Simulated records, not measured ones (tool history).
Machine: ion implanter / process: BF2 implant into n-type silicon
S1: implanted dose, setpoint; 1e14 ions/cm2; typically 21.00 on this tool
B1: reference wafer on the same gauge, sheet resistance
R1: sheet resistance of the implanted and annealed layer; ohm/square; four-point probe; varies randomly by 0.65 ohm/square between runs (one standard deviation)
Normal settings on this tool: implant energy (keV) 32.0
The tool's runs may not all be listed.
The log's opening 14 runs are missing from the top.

run 15 hour=1140.0 | S1=22.41 implant_energy_(keV)=32.0 | B1=128.79 | R1=148.72
run 16 hour=1184.0 | S1=22.41 implant_energy_(keV)=32.0 | B1=128.88 | R1=148.91
run 17 hour=1265.2 | S1=21.00 implant_energy_(keV)=32.0 | B1=128.96 | R1=149.48
run 18 hour=1371.5 | S1=21.00 implant_energy_(keV)=36.5 | B1=128.97 | R1=137.93
run 19 hour=1469.3 | S1=17.32 implant_energy_(keV)=28.5 | B1=129.05 | R1=162.67
-- hour=1556.3 gauge calibrated
run 20 hour=1559.9 | S1=18.73 implant_energy_(keV)=32.0 | B1=123.53 | R1=144.98
run 21 hour=1637.2 | S1=24.80 implant_energy_(keV)=35.0 | B1=123.86 | R1=134.64
run 22 hour=1728.1 | S1=21.00 implant_energy_(keV)=28.5 | B1=124.16 | R1=152.54
run 23 hour=1797.2 | S1=25.90 implant_energy_(keV)=37.0 | B1=124.71 | R1=129.60
run 24 hour=1877.0 | S1=21.00 implant_energy_(keV)=32.0 | B1=124.87 | R1=144.83
run 25 hour=1957.8 | S1=21.00 implant_energy_(keV)=32.0 | B1=125.09 | R1=144.90
run 26 hour=1999.0 | S1=22.74 implant_energy_(keV)=32.0 | B1=125.25 | R1=143.95
run 27 hour=2074.8 | S1=21.00 implant_energy_(keV)=32.0 | B1=125.62 | R1=146.19
run 28 hour=2143.7 | S1=25.60 implant_energy_(keV)=38.0 | B1=125.94 | R1=129.19
run 29 hour=2237.4 | S1=21.00 implant_energy_(keV)=32.0 | B1=125.92 | R1=144.72
run 30 hour=2279.9 | S1=21.00 implant_energy_(keV)=29.0 | B1=126.33 | R1=152.74
run 31 hour=2350.7 | S1=25.51 implant_energy_(keV)=36.5 | B1=126.27 | R1=133.64
run 32 hour=2527.3 | S1=25.42 implant_energy_(keV)=26.5 | B1=126.63 | R1=160.52
run 33 hour=2570.1 | S1=14.94 implant_energy_(keV)=41.0 | B1=126.79 | R1=132.81
-- hour=2613.6 Faraday cup replaced and dose calibrated
run 34 hour=2675.6 | S1=21.00 implant_energy_(keV)=23.5 | B1=127.01 | R1=173.83
run 35 hour=2744.5 | S1=21.00 implant_energy_(keV)=32.0 | B1=126.87 | R1=147.24
run 36 hour=2830.9 | S1=26.37 implant_energy_(keV)=22.0 | B1=127.05 | R1=175.94
run 37 hour=2926.9 | S1=18.58 implant_energy_(keV)=39.0 | B1=127.30 | R1=134.23
run 38 hour=2984.6 | S1=18.18 implant_energy_(keV)=25.0 | B1=127.48 | R1=172.07

Below are 3 alternative next runs, each starting from the tool's condition after run 38. Predict each:
run A hour=2985.0 | S1=21.00 implant_energy_(keV)=32.0 | B1=? | R1=?
run B hour=2985.0 | S1=26.15 implant_energy_(keV)=39.0 | B1=? | R1=?
run C hour=2985.0 | S1=18.98 implant_energy_(keV)=21.0 | B1=? | R1=?

run=A B1=127.62 R1=148.03
run=B B1=127.62 R1=129.72
run=C B1=127.62 R1=187.79
With no hidden state in the tool, these same runs would have given:
run=A R1=144.01
run=B R1=126.20
run=C R1=182.69

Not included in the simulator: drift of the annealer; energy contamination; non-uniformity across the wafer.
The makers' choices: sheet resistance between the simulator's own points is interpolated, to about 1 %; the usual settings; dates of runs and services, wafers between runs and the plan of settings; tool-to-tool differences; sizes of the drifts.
